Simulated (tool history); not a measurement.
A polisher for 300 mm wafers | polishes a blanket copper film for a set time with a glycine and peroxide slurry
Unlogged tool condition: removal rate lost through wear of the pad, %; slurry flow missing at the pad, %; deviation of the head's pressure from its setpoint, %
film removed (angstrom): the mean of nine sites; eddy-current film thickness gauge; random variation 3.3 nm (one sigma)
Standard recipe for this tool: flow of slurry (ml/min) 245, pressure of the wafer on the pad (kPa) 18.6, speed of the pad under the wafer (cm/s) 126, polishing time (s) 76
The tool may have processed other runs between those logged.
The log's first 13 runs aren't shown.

run,hour,flow of slurry (ml/min),pressure of the wafer on the pad (kPa),speed of the pad under the wafer (cm/s),polishing time (s),wafers since the last listed run,wafers polished on this pad,hours since the slurry nozzle was cleaned,hours since the head pressure was calibrated,"incoming thickness of the incoming film, nm",film removed (angstrom)
14,313.5,245,18.6,126,76,435,2014,231.6,41.1,2033.5,3861
# hour 339.5: slurry nozzle cleaned
# hour 353.5: worn pad replaced by a new one, repeated, since the last time left the tool worse
15,383.6,245,17.2,126,76,908,420,44.1,111.2,2035.3,4180
16,404.7,245,18.6,144,76,294,714,65.2,132.3,2045.4,4949
17,417.6,245,18.6,160,76,179,894,78.1,145.2,1993.0,5418
18,453.4,245,18.6,126,76,499,1394,113.9,181.0,2042.3,4387
19,484.9,180,20.7,140,86,439,1833,145.4,212.5,2037.5,5619
20,507.4,245,18.6,160,76,313,2147,167.9,235.0,2042.5,5175
21,537.1,245,18.6,126,76,414,2562,197.6,264.7,1994.4,4171
# hour 542.4: worn pad replaced by a new one
22,555.7,310,18.6,114,52,203,186,216.2,283.3,2062.2,2847
# hour 598.5: slurry nozzle cleaned
23,641.9,245,21.4,102,66,1188,1374,43.4,369.5,2017.7,3544
24,654.2,245,22.1,156,63,171,1546,55.7,381.8,2012.5,4955
25,670.1,300,18.6,84,92,221,1768,71.6,397.7,2032.9,3752
# hour 693.7: worn pad replaced by a new one
26,699.0,245,13.1,142,88,347,73,100.5,426.6,2039.0,4269
27,716.9,245,18.6,126,76,249,323,118.4,444.5,2035.1,4397
28,750.5,195,20.7,126,76,468,792,152.0,478.1,2053.4,4676
29,766.5,170,21.4,170,57,223,1015,168.0,494.1,2029.7,4567
30,795.8,300,14.5,112,68,408,1424,197.3,523.4,2040.1,2900
31,819.6,245,18.6,126,76,332,1756,221.1,547.2,2016.6,4264
32,837.1,245,14.5,160,76,244,2000,238.6,564.7,2027.3,4283

Consider 3 possible next runs. They are alternatives, not a sequence: every one starts from the tool as it was left by run 32. What does each give?
A,837.5,245,18.6,126,76,5,2005,239.0,565.1,2010.9,?
B,837.5,160,16.5,160,49,5,2005,239.0,565.1,2010.9,?
C,837.5,245,18.6,100,76,5,2005,239.0,565.1,2010.9,?

run,film removed (angstrom)
A,4257
B,2901
C,3512
Stripped of hidden state, with their random variation kept, the same runs would have yielded:
run,film removed (angstrom)
A,4516
B,3077
C,3725
